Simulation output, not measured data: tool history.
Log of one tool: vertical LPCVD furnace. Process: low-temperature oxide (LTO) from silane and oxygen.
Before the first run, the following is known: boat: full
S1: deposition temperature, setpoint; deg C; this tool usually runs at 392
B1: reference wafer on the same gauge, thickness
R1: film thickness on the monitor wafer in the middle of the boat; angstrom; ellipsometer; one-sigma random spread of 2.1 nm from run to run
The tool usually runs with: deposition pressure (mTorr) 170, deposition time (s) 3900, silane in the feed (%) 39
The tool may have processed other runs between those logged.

run 1 day=0.000 | S1=392 deposition_pressure_(mTorr)=170 deposition_time_(s)=3900 silane_in_the_feed_(%)=39 | B1=370.70 | R1=3994.6
run 2 day=1.696 | S1=392 deposition_pressure_(mTorr)=170 deposition_time_(s)=3900 silane_in_the_feed_(%)=39 | B1=370.00 | R1=4035.7
run 3 day=4.154 | S1=392 deposition_pressure_(mTorr)=195 deposition_time_(s)=3900 silane_in_the_feed_(%)=36 | B1=370.32 | R1=4168.7
run 4 day=5.554 | S1=392 deposition_pressure_(mTorr)=170 deposition_time_(s)=3900 silane_in_the_feed_(%)=39 | B1=369.96 | R1=4005.5
run 5 day=7.212 | S1=392 deposition_pressure_(mTorr)=170 deposition_time_(s)=3900 silane_in_the_feed_(%)=42 | B1=369.94 | R1=4424.6
run 6 day=8.725 | S1=392 deposition_pressure_(mTorr)=170 deposition_time_(s)=3900 silane_in_the_feed_(%)=42 | B1=369.57 | R1=4351.5
run 7 day=10.283 | S1=392 deposition_pressure_(mTorr)=170 deposition_time_(s)=3900 silane_in_the_feed_(%)=39 | B1=370.38 | R1=3995.8
run 8 day=12.079 | S1=392 deposition_pressure_(mTorr)=170 deposition_time_(s)=3900 silane_in_the_feed_(%)=39 | B1=370.05 | R1=3990.2
run 9 day=13.558 | S1=392 deposition_pressure_(mTorr)=170 deposition_time_(s)=3900 silane_in_the_feed_(%)=39 | B1=370.12 | R1=3959.8
run 10 day=15.442 | S1=392 deposition_pressure_(mTorr)=170 deposition_time_(s)=3900 silane_in_the_feed_(%)=39 | B1=370.03 | R1=4042.4
run 11 day=17.112 | S1=392 deposition_pressure_(mTorr)=170 deposition_time_(s)=3900 silane_in_the_feed_(%)=39 | B1=369.82 | R1=4035.1
run 12 day=19.479 | S1=392 deposition_pressure_(mTorr)=170 deposition_time_(s)=3900 silane_in_the_feed_(%)=39 | B1=369.43 | R1=4000.4
run 13 day=21.242 | S1=392 deposition_pressure_(mTorr)=170 deposition_time_(s)=4920 silane_in_the_feed_(%)=39 | B1=369.79 | R1=5069.8
-- day=22.746 thermocouples replaced and temperature profile calibrated
run 14 day=22.767 | S1=392 deposition_pressure_(mTorr)=170 deposition_time_(s)=4920 silane_in_the_feed_(%)=39 | B1=370.07 | R1=5074.5
run 15 day=23.879 | S1=392 deposition_pressure_(mTorr)=170 deposition_time_(s)=3900 silane_in_the_feed_(%)=39 | B1=369.70 | R1=4020.7

Run 16 is up next; what results do you expect?
-- day=23.912 gauge calibrated
run 16 day=25.788 | S1=396 deposition_pressure_(mTorr)=205 deposition_time_(s)=3900 silane_in_the_feed_(%)=39 | B1=? | R1=?

{"run 16": {"B1": 369.93, "R1": 5038.1}}
With no hidden state in the tool, this same run would have given R1 5038.1 angstrom.
